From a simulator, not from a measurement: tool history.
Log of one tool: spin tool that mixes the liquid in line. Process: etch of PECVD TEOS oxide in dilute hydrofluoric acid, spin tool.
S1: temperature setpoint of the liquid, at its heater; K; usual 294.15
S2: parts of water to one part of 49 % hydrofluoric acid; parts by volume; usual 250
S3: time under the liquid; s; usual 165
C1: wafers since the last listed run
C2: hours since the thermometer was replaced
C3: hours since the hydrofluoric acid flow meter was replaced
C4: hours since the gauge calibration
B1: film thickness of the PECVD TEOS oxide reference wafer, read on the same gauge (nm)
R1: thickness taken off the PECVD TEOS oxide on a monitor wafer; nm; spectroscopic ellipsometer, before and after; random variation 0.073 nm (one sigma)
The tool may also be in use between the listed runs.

Run 1, hour 0.0: usual settings; C1 0; C2 2294.6; C3 860.8; C4 10.0; B1 140.02. Result: R1 8.10 nm.
Run 2, hour 38.5: usual settings; C1 364; C2 2333.1; C3 899.3; C4 48.5; B1 140.00. Result: R1 8.18 nm.
Run 3, hour 51.0: usual settings; C1 118; C2 2345.6; C3 911.8; C4 61.0; B1 139.99. Result: R1 8.12 nm.
Run 4, hour 64.7: usual settings; C1 129; C2 2359.3; C3 925.5; C4 74.7; B1 139.97. Result: R1 7.98 nm.
Run 5, hour 73.1: usual settings; C1 79; C2 2367.7; C3 933.9; C4 83.1; B1 140.00. Result: R1 8.02 nm.
Run 6, hour 90.3: usual settings; C1 162; C2 2384.9; C3 951.1; C4 100.3; B1 139.97. Result: R1 8.06 nm.
Run 7, hour 99.2: usual settings; C1 84; C2 2393.8; C3 960.0; C4 109.2; B1 140.05. Result: R1 8.04 nm.
Run 8, hour 107.5: usual settings but S1 291.15 K; C1 78; C2 2402.1; C3 968.3; C4 117.5; B1 140.00. Result: R1 7.16 nm.
Run 9, hour 118.9: usual settings but S1 291.15 K; C1 107; C2 2413.5; C3 979.7; C4 128.9; B1 139.99. Result: R1 7.12 nm.
Run 10, hour 125.3: usual settings but S1 295.65 K; C1 60; C2 2419.9; C3 986.1; C4 135.3; B1 139.98. Result: R1 8.36 nm.
Run 11, hour 148.5: usual settings; C1 219; C2 2443.1; C3 1009.3; C4 158.5; B1 140.01. Result: R1 7.94 nm.

Forecast run 12:
At hour 161.0: gauge calibrated.
Run 12, hour 166.0: usual settings but S1 290.15 K, S2 200 parts by volume; C1 165; C2 2460.6; C3 1026.8; C4 5.0; B1 ?. Result: R1 ?.

{"run 12": {"B1": 139.97, "R1": 8.98}}
Without the tool's hidden state the same run would have given R1 10.83 nm.

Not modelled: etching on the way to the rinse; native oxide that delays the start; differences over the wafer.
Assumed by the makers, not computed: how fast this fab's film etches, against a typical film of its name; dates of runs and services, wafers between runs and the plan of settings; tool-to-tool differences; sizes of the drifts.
